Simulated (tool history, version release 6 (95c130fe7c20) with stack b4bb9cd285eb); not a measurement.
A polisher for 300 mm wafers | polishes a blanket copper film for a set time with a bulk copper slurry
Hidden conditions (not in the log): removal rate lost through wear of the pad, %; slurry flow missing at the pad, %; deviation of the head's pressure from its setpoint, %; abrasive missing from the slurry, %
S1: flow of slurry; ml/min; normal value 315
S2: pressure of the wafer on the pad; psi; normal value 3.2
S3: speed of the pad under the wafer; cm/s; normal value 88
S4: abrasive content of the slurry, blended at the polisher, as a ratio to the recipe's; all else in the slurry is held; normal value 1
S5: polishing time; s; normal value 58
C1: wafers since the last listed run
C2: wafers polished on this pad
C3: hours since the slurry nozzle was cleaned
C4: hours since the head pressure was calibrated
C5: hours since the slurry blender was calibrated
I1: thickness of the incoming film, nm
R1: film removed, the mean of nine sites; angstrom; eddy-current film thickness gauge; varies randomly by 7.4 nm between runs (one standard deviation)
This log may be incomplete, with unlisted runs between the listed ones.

run 1 hour=0 | S1=315 S2=3.2 S3=88 S4=1 S5=58 | C1=0 C2=789 C3=675.6 C4=783.7 C5=36.5 | I1=1868.6 | R1=4774
run 2 hour=13.2 | S1=315 S2=3.2 S3=88 S4=1 S5=58 | C1=165 C2=955 C3=688.8 C4=796.9 C5=49.7 | I1=1898.5 | R1=4757
run 3 hour=27.4 | S1=315 S2=3.2 S3=88 S4=1 S5=52 | C1=177 C2=1133 C3=703 C4=811.1 C5=63.9 | I1=1875.3 | R1=4157
-- hour=32.9 worn pad replaced by a new one
run 4 hour=44 | S1=315 S2=3.5 S3=88 S4=1 S5=58 | C1=157 C2=139 C3=719.6 C4=827.7 C5=80.5 | I1=1902.7 | R1=5117
run 5 hour=61.7 | S1=315 S2=3.5 S3=88 S4=1 S5=58 | C1=221 C2=361 C3=737.3 C4=845.4 C5=98.2 | I1=1906.9 | R1=5070
-- hour=76.3 slurry blender recalibrated
run 6 hour=76.8 | S1=315 S2=3.5 S3=88 S4=1 S5=58 | C1=164 C2=525 C3=752.4 C4=860.5 C5=0.5 | I1=1866.2 | R1=5428
run 7 hour=89.7 | S1=315 S2=3.2 S3=98 S4=1 S5=58 | C1=161 C2=687 C3=765.3 C4=873.4 C5=13.4 | I1=1884.2 | R1=5456
run 8 hour=97.5 | S1=315 S2=3.2 S3=98 S4=1 S5=58 | C1=97 C2=784 C3=773.1 C4=881.2 C5=21.2 | I1=1886.5 | R1=5397
-- hour=106.5 head pressure recalibrated
-- hour=110.5 worn pad replaced by a new one, of another model than before
run 9 hour=111 | S1=365 S2=3.2 S3=88 S4=1 S5=58 | C1=93 C2=5 C3=786.6 C4=4.5 C5=34.7 | I1=1904.6 | R1=4907
run 10 hour=124.3 | S1=315 S2=4.2 S3=88 S4=0.8 S5=58 | C1=166 C2=172 C3=799.9 C4=17.8 C5=48 | I1=1894.5 | R1=5062
-- hour=134.8 slurry nozzle cleaned
run 11 hour=140.5 | S1=315 S2=4.3 S3=88 S4=1 S5=58 | C1=190 C2=362 C3=5.7 C4=34 C5=64.2 | I1=1883.5 | R1=5435
run 12 hour=151.6 | S1=315 S2=3.2 S3=112 S4=1 S5=58 | C1=139 C2=501 C3=16.8 C4=45.1 C5=75.3 | I1=1892.8 | R1=5479
run 13 hour=160.1 | S1=405 S2=3.6 S3=78 S4=1 S5=58 | C1=106 C2=608 C3=25.3 C4=53.6 C5=83.8 | I1=1898 | R1=4562
-- hour=168 slurry blender recalibrated
run 14 hour=170.7 | S1=315 S2=3.2 S3=88 S4=1 S5=58 | C1=107 C2=716 C3=35.9 C4=64.2 C5=2.7 | I1=1909.1 | R1=4934
run 15 hour=186.1 | S1=400 S2=3.2 S3=70 S4=1 S5=58 | C1=192 C2=909 C3=51.3 C4=79.6 C5=18.1 | I1=1889.1 | R1=4171
run 16 hour=199.5 | S1=400 S2=3.2 S3=96 S4=0.7 S5=58 | C1=167 C2=1076 C3=64.7 C4=93 C5=31.5 | I1=1885.8 | R1=4804
-- hour=209 worn pad replaced by a new one
run 17 hour=209.5 | S1=405 S2=3.2 S3=100 S4=1.15 S5=69 | C1=75 C2=6 C3=74.7 C4=103 C5=41.5 | I1=1898.5 | R1=6562

5 options for the next run, each taken on its own from the tool as it stands now. Forecast them:
run A hour=209.9 | S1=315 S2=3.2 S3=88 S4=1 S5=72 | C1=5 C2=11 C3=75.1 C4=103.4 C5=41.9 | I1=1903.1 | R1=?
run B hour=209.9 | S1=260 S2=3.8 S3=104 S4=1 S5=58 | C1=5 C2=11 C3=75.1 C4=103.4 C5=41.9 | I1=1903.1 | R1=?
run C hour=209.9 | S1=415 S2=3.2 S3=88 S4=1 S5=65 | C1=5 C2=11 C3=75.1 C4=103.4 C5=41.9 | I1=1903.1 | R1=?
run D hour=209.9 | S1=315 S2=3.2 S3=64 S4=1 S5=74 | C1=5 C2=11 C3=75.1 C4=103.4 C5=41.9 | I1=1903.1 | R1=?
run E hour=209.9 | S1=215 S2=3.2 S3=88 S4=1.15 S5=58 | C1=5 C2=11 C3=75.1 C4=103.4 C5=41.9 | I1=1903.1 | R1=?

run=A R1=5848
run=B R1=5645
run=C R1=5436
run=D R1=4829
run=E R1=4463
Take away the tool's hidden state, keep each run's random variation, and the runs would have read:
run=A R1=6217
run=B R1=6001
run=C R1=5779
run=D R1=5134
run=E R1=4750

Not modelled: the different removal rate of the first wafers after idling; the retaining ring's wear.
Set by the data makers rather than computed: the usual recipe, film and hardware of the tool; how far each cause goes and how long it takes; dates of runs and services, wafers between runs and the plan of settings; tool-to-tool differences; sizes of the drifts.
